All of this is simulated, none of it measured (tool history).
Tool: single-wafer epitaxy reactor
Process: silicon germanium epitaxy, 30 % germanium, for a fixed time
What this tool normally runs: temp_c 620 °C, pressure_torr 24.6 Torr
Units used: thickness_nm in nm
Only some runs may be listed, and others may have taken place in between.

run,hour,temp_c,pressure_torr,wafers since the last listed run,hours since the last pyrometer calibration,hours since the last manometer calibration,hours since the showerhead was replaced,hours since the gauge calibration,"read-back reference wafer on the same gauge, thickness_nm",thickness_nm
1,0,620,24.6,0,564.3,1465.7,3570.1,336.3,109.252,92.838
2,7.9,620,24.6,90,572.2,1473.6,3578,344.2,109.262,92.792
3,17,620,24.6,104,581.3,1482.7,3587.1,353.3,109.318,92.847
4,34.5,626,24.6,201,598.8,1500.2,3604.6,370.8,109.355,104.724
# hour 43.1: gauge calibrated
5,50.4,626,24.6,182,614.7,1516.1,3620.5,7.3,109.387,104.669
6,67.1,616,24.6,192,631.4,1532.8,3637.2,24,109.35,85.36
7,73.1,616,24.6,69,637.4,1538.8,3643.2,30,109.23,85.736
8,85.5,616,24.6,142,649.8,1551.2,3655.6,42.4,109.272,85.843
9,101.7,620,28.4,186,666,1567.4,3671.8,58.6,109.31,97.731
10,123.1,620,28.4,246,687.4,1588.8,3693.2,80,109.301,97.74
11,134.1,620,24.6,126,698.4,1599.8,3704.2,91,109.314,92.919
12,145.2,620,24.6,127,709.5,1610.9,3715.3,102.1,109.337,93.089
13,154.3,620,24.6,104,718.6,1620,3724.4,111.2,109.332,92.969
14,168.3,627,24.6,161,732.6,1634,3738.4,125.2,109.386,106.594
15,183.1,620,24.6,170,747.4,1648.8,3753.2,140,109.293,92.577
16,191.7,607,29.9,98,756,1657.4,3761.8,148.6,109.313,76.56
# hour 207.3: showerhead replaced
# hour 209.3: capacitance manometer re-zeroed and calibrated
17,209.8,620,24.6,93,774.1,0.5,2.5,166.7,109.287,90.379
18,221.1,620,24.6,129,785.4,11.8,13.8,178,109.324,90.588
19,238,605,29.2,194,802.3,28.7,30.7,194.9,109.258,71.028
# hour 258.5: pyrometer calibrated
20,259,620,24.6,149,0.5,49.7,51.7,215.9,109.326,91.747
21,267.4,620,24.6,96,8.9,58.1,60.1,224.3,109.282,92.017
22,280.3,620,26.2,148,21.8,71,73,237.2,109.346,93.954
23,293.2,620,24.6,148,34.7,83.9,85.9,250.1,109.354,91.77
24,310,635,27.8,193,51.5,100.7,102.7,266.9,109.268,128.349
25,320.7,605,18.6,123,62.2,111.4,113.4,277.6,109.274,61.537
26,336.7,609,29,184,78.2,127.4,129.4,293.6,109.334,77.724
27,351.5,633,28.3,170,93,142.2,144.2,308.4,109.267,124.342
28,390.3,620,24.6,446,131.8,181,183,347.2,109.282,91.569
29,400.2,613,24.6,113,141.7,190.9,192.9,357.1,109.309,79.759
# hour 400.7: gauge calibrated
30,415,609,29,170,156.5,205.7,207.7,14.3,109.289,77.833
31,432.8,620,24.6,204,174.3,223.5,225.5,32.1,109.239,91.799
32,475.4,612,29.2,490,216.9,266.1,268.1,74.7,109.274,83.093
33,492.7,630,27.6,199,234.2,283.4,285.4,92,109.277,116.368
34,522.8,625,28.3,346,264.3,313.5,315.5,122.1,109.293,106.583
35,532.1,627,30.2,106,273.6,322.8,324.8,131.4,109.301,113.357
36,538.2,611,24.6,70,279.7,328.9,330.9,137.5,109.327,76.714

Below, some changes in thickness_nm between adjacent runs. For each, the amount present without the hidden state too (settings, incoming material, random variation) and the amount remaining for the hidden state with gauge scatter not shared by both compared results:
Hidden conditions of the tool in this case: wafer temperature above the value expected at the setpoint (K); true pressure above the setpoint (%); gauge reads high (%).
Run 5 -> 6: temp_c 626 -> 616. thickness_nm -19.309 nm: hidden state -0.291, all else -19.018.
Run 16 -> 17: temp_c 607 -> 620, pressure_torr 29.9 -> 24.6, showerhead replaced, capacitance manometer re-zeroed and calibrated. thickness_nm +13.819 nm: hidden state -2.162, all else +15.981.
Run 19 -> 20: temp_c 605 -> 620, pressure_torr 29.2 -> 24.6, pyrometer calibrated. thickness_nm +20.719 nm: hidden state +1.129, all else +19.59.
Run 24 -> 25: temp_c 635 -> 605, pressure_torr 27.8 -> 18.6. thickness_nm -66.812 nm: hidden state -0.14, all else -66.672.
Run 26 -> 27: temp_c 609 -> 633, pressure_torr 29 -> 28.3. thickness_nm +46.618 nm: hidden state +0.102, all else +46.516.
Run 35 -> 36: temp_c 627 -> 611, pressure_torr 30.2 -> 24.6. thickness_nm -36.643 nm: hidden state -0.094, all else -36.549.
